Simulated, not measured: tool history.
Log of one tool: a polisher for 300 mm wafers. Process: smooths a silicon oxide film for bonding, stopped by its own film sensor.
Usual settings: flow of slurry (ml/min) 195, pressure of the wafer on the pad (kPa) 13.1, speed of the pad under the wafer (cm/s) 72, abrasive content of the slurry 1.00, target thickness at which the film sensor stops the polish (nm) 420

| run | hour | flow of slurry (ml/min) | pressure of the wafer on the pad (kPa) | speed of the pad under the wafer (cm/s) | abrasive content of the slurry | target thickness at which the film sensor stops the polish (nm) | wafers since the last listed run | wafers polished on this pad | hours since the slurry nozzle was cleaned | hours since the head pressure was calibrated | hours since the slurry blender was calibrated | incoming thickness of the incoming film, nm | time until the film sensor stopped the polish (s) |
|---|---|---|---|---|---|---|---|---|---|---|---|---|---|
| 1 | 0.0 | 195 | 13.1 | 72 | 1.00 | 434 | 0 | 601 | 289.3 | 78.4 | 69.8 | 462.3 | 68.5 |
|  | 4.5 | slurry nozzle cleaned |
| 2 | 15.2 | 195 | 13.1 | 72 | 1.00 | 420 | 83 | 684 | 10.7 | 93.6 | 85.0 | 465.8 | 113.7 |
|  | 30.4 | worn pad replaced by a new one |
| 3 | 36.5 | 195 | 13.1 | 72 | 1.00 | 420 | 101 | 35 | 32.0 | 114.9 | 106.3 | 475.7 | 125.6 |
| 4 | 50.3 | 195 | 13.1 | 72 | 1.00 | 420 | 80 | 116 | 45.8 | 128.7 | 120.1 | 473.3 | 118.9 |
|  | 59.5 | slurry blender recalibrated |
| 5 | 80.7 | 160 | 13.1 | 72 | 1.00 | 420 | 166 | 282 | 76.2 | 159.1 | 21.2 | 471.6 | 122.2 |
| 6 | 109.8 | 195 | 13.1 | 72 | 1.00 | 420 | 170 | 452 | 105.3 | 188.2 | 50.3 | 469.5 | 118.4 |
| 7 | 142.1 | 195 | 13.1 | 72 | 1.00 | 420 | 189 | 641 | 137.6 | 220.5 | 82.6 | 470.6 | 125.1 |
| 8 | 165.6 | 195 | 13.1 | 72 | 1.00 | 420 | 137 | 779 | 161.1 | 244.0 | 106.1 | 471.2 | 129.8 |
|  | 170.7 | worn pad replaced by a new one |
| 9 | 195.1 | 195 | 13.1 | 72 | 1.00 | 420 | 149 | 142 | 190.6 | 273.5 | 135.6 | 466.5 | 103.6 |
|  | 210.3 | slurry blender recalibrated |
| 10 | 220.2 | 195 | 13.1 | 72 | 1.00 | 420 | 135 | 278 | 215.7 | 298.6 | 9.9 | 464.0 | 97.9 |
| 11 | 239.4 | 195 | 13.1 | 72 | 1.00 | 420 | 112 | 390 | 234.9 | 317.8 | 29.1 | 465.0 | 101.2 |
| 12 | 259.4 | 195 | 13.1 | 52 | 1.00 | 420 | 117 | 507 | 254.9 | 337.8 | 49.1 | 462.9 | 128.9 |
| 13 | 290.1 | 195 | 13.1 | 72 | 1.00 | 420 | 179 | 687 | 285.6 | 368.5 | 79.8 | 461.7 | 100.6 |
| 14 | 314.1 | 195 | 13.1 | 72 | 1.00 | 420 | 140 | 827 | 309.6 | 392.5 | 103.8 | 475.9 | 141.6 |
|  | 319.6 | worn pad replaced by a new one |
|  | 335.6 | slurry blender recalibrated |
| 15 | 336.8 | 195 | 13.1 | 72 | 1.00 | 434 | 97 | 88 | 332.3 | 415.2 | 1.2 | 468.3 | 77.5 |
|  | 339.3 | slurry nozzle cleaned |
| 16 | 369.5 | 245 | 17.2 | 72 | 1.00 | 420 | 185 | 274 | 30.2 | 447.9 | 33.9 | 471.5 | 90.2 |
| 17 | 385.6 | 145 | 9.0 | 88 | 1.00 | 420 | 94 | 368 | 46.3 | 464.0 | 50.0 | 463.8 | 119.0 |
| 18 | 415.1 | 195 | 9.0 | 72 | 1.25 | 420 | 172 | 541 | 75.8 | 493.5 | 79.5 | 466.8 | 138.2 |
|  | 430.3 | head pressure recalibrated |
|  | 440.7 | worn pad replaced by a new one |
| 19 | 467.1 | 195 | 13.1 | 46 | 1.00 | 420 | 269 | 154 | 127.8 | 36.8 | 131.5 | 461.3 | 124.6 |
|  | 471.5 | slurry blender recalibrated |
| 20 | 490.8 | 195 | 13.1 | 82 | 1.00 | 420 | 126 | 281 | 151.5 | 60.5 | 19.3 | 463.0 | 89.1 |
| 21 | 521.8 | 230 | 10.3 | 72 | 1.00 | 420 | 181 | 463 | 182.5 | 91.5 | 50.3 | 465.9 | 124.6 |
| 22 | 545.8 | 165 | 13.1 | 72 | 1.00 | 425 | 140 | 603 | 206.5 | 115.5 | 74.3 | 476.5 | 128.2 |
| 23 | 562.0 | 195 | 13.1 | 72 | 0.80 | 420 | 94 | 698 | 222.7 | 131.7 | 90.5 | 478.3 | 150.9 |
|  | 568.8 | worn pad replaced by a new one |
| 24 | 582.6 | 195 | 13.1 | 72 | 1.00 | 420 | 97 | 80 | 243.3 | 152.3 | 111.1 | 479.0 | 129.9 |
|  | 599.5 | slurry blender recalibrated |
| 25 | 600.0 | 195 | 13.1 | 82 | 1.00 | 420 | 90 | 170 | 260.7 | 169.7 | 0.5 | 471.1 | 101.4 |
| 26 | 618.9 | 195 | 16.5 | 72 | 0.75 | 420 | 110 | 281 | 279.6 | 188.6 | 19.4 | 471.4 | 101.3 |
|  | 634.8 | slurry nozzle cleaned |
| 27 | 652.7 | 195 | 13.1 | 72 | 1.00 | 420 | 191 | 473 | 17.9 | 222.4 | 53.2 | 468.8 | 113.7 |
| 28 | 673.3 | 125 | 13.1 | 72 | 1.00 | 420 | 120 | 593 | 38.5 | 243.0 | 73.8 | 469.6 | 124.4 |

The tool's hidden state at each run:
slurry flow missing at the pad, %: 0 in every run
deviation of the head's pressure from its setpoint, %: 0 in every run
abrasive missing from the slurry, %: 0 in every run
H1: removal rate lost through wear of the pad, %
| run | H1 |
|---|---|
| 1 | 7.81 |
| 2 | 9.99 |
| 3 | 1.15 |
| 4 | 1.37 |
| 5 | 2.7 |
| 6 | 5.06 |
| 7 | 8.92 |
| 8 | 12.6 |
| 9 | 0.462 |
| 10 | 1.62 |
| 11 | 3.04 |
| 12 | 5.01 |
| 13 | 9.01 |
| 14 | 13 |
| 15 | 1.72 |
| 16 | 3.09 |
| 17 | 4.26 |
| 18 | 7.24 |
| 19 | 2.23 |
| 20 | 3.37 |
| 21 | 5.91 |
| 22 | 8.71 |
| 23 | 11 |
| 24 | 0.142 |
| 25 | 0.631 |
| 26 | 1.59 |
| 27 | 4.42 |
| 28 | 6.85 |

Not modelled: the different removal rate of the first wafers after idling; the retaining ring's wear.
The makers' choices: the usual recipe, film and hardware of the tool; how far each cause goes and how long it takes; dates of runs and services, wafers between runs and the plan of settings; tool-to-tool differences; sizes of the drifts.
